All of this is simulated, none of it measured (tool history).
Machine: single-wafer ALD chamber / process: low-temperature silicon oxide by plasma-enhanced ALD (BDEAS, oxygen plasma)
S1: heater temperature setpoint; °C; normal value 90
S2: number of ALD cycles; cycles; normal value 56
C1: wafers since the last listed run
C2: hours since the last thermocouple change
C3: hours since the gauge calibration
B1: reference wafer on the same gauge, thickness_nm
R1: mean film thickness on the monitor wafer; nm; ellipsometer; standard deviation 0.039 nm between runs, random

Run 1, hour 0.0: usual settings; C1 0; C2 1107.9; C3 792.3; B1 8.170. Result: R1 9.505 nm.
Run 2, hour 61.9: usual settings; C1 218; C2 1169.8; C3 854.2; B1 8.162. Result: R1 9.422 nm.
Run 3, hour 154.8: usual settings but S2 50 cycles; C1 327; C2 1262.7; C3 947.1; B1 8.159. Result: R1 8.474 nm.
Run 4, hour 258.0: usual settings but S2 50 cycles; C1 363; C2 1365.9; C3 1050.3; B1 8.140. Result: R1 8.409 nm.
Run 5, hour 309.5: usual settings; C1 181; C2 1417.4; C3 1101.8; B1 8.145. Result: R1 9.455 nm.
Run 6, hour 409.6: usual settings; C1 352; C2 1517.5; C3 1201.9; B1 8.137. Result: R1 9.470 nm.
Run 7, hour 459.9: usual settings; C1 177; C2 1567.8; C3 1252.2; B1 8.139. Result: R1 9.463 nm.
Run 8, hour 510.6: usual settings; C1 178; C2 1618.5; C3 1302.9; B1 8.129. Result: R1 9.413 nm.
Run 9, hour 590.7: usual settings; C1 282; C2 1698.6; C3 1383.0; B1 8.122. Result: R1 9.380 nm.
Run 10, hour 633.1: usual settings; C1 149; C2 1741.0; C3 1425.4; B1 8.111. Result: R1 9.423 nm.
Run 11, hour 691.2: usual settings; C1 204; C2 1799.1; C3 1483.5; B1 8.100. Result: R1 9.397 nm.
Run 12, hour 751.4: usual settings but S2 54 cycles; C1 212; C2 1859.3; C3 1543.7; B1 8.089. Result: R1 9.072 nm.
Run 13, hour 827.4: usual settings but S2 54 cycles; C1 267; C2 1935.3; C3 1619.7; B1 8.098. Result: R1 9.034 nm.
Run 14, hour 902.4: usual settings; C1 264; C2 2010.3; C3 1694.7; B1 8.089. Result: R1 9.353 nm.
Run 15, hour 945.0: usual settings; C1 150; C2 2052.9; C3 1737.3; B1 8.087. Result: R1 9.435 nm.
Run 16, hour 1009.0: usual settings; C1 225; C2 2116.9; C3 1801.3; B1 8.085. Result: R1 9.372 nm.
Run 17, hour 1068.0: usual settings but S1 96 °C, S2 65 cycles; C1 207; C2 2175.9; C3 1860.3; B1 8.080. Result: R1 10.761 nm.
Run 18, hour 1146.8: usual settings but S1 95 °C; C1 277; C2 2254.7; C3 1939.1; B1 8.063. Result: R1 9.170 nm.
Run 19, hour 1218.1: usual settings but S1 103 °C, S2 48 cycles; C1 251; C2 2326.0; C3 2010.4; B1 8.061. Result: R1 7.716 nm.
At hour 1257.6: gauge calibrated.
Run 20, hour 1321.4: usual settings but S1 83 °C, S2 52 cycles; C1 364; C2 2429.3; C3 63.8; B1 8.259. Result: R1 9.067 nm.
Run 21, hour 1419.5: usual settings; C1 345; C2 2527.4; C3 161.9; B1 8.271. Result: R1 9.535 nm.
Run 22, hour 1521.2: usual settings but S1 79 °C, S2 52 cycles; C1 358; C2 2629.1; C3 263.6; B1 8.249. Result: R1 9.167 nm.
Run 23, hour 1610.9: usual settings but S1 99 °C, S2 52 cycles; C1 316; C2 2718.8; C3 353.3; B1 8.239. Result: R1 8.579 nm.
At hour 1653.0: thermocouple changed; heater temperature recalibrated.
Run 24, hour 1706.0: usual settings but S1 79 °C, S2 63 cycles; C1 307; C2 53.0; C3 448.4; B1 8.217. Result: R1 11.127 nm.
Run 25, hour 1744.5: usual settings but S1 101 °C, S2 62 cycles; C1 135; C2 91.5; C3 486.9; B1 8.224. Result: R1 10.185 nm.
Run 26, hour 1784.4: usual settings; C1 140; C2 131.4; C3 526.8; B1 8.211. Result: R1 9.529 nm.
Run 27, hour 1860.0: usual settings but S2 66 cycles; C1 266; C2 207.0; C3 602.4; B1 8.224. Result: R1 11.234 nm.
Run 28, hour 1942.7: usual settings but S2 50 cycles; C1 291; C2 289.7; C3 685.1; B1 8.204. Result: R1 8.501 nm.
Run 29, hour 2032.5: usual settings but S1 82 °C, S2 65 cycles; C1 316; C2 379.5; C3 774.9; B1 8.193. Result: R1 11.341 nm.
Run 30, hour 2094.1: usual settings but S1 94 °C; C1 217; C2 441.1; C3 836.5; B1 8.200. Result: R1 9.315 nm.

What differs in the tool's unlogged condition from the final listed run ahead of each entry between runs to the first listed run following it?
Logged between run 19 and run 20: gauge calibrated (hour 1257.6)
  gauge reads high (%): -2.21 -> 0.292
  measured minus no-state result, R1: -0.175 -> +0.026 nm
Logged between run 23 and run 24: thermocouple changed; heater temperature recalibrated (hour 1653.0)
  gauge reads high (%): -0.0269 -> -0.132
  measured minus no-state result, R1: -0.002 -> -0.015 nm

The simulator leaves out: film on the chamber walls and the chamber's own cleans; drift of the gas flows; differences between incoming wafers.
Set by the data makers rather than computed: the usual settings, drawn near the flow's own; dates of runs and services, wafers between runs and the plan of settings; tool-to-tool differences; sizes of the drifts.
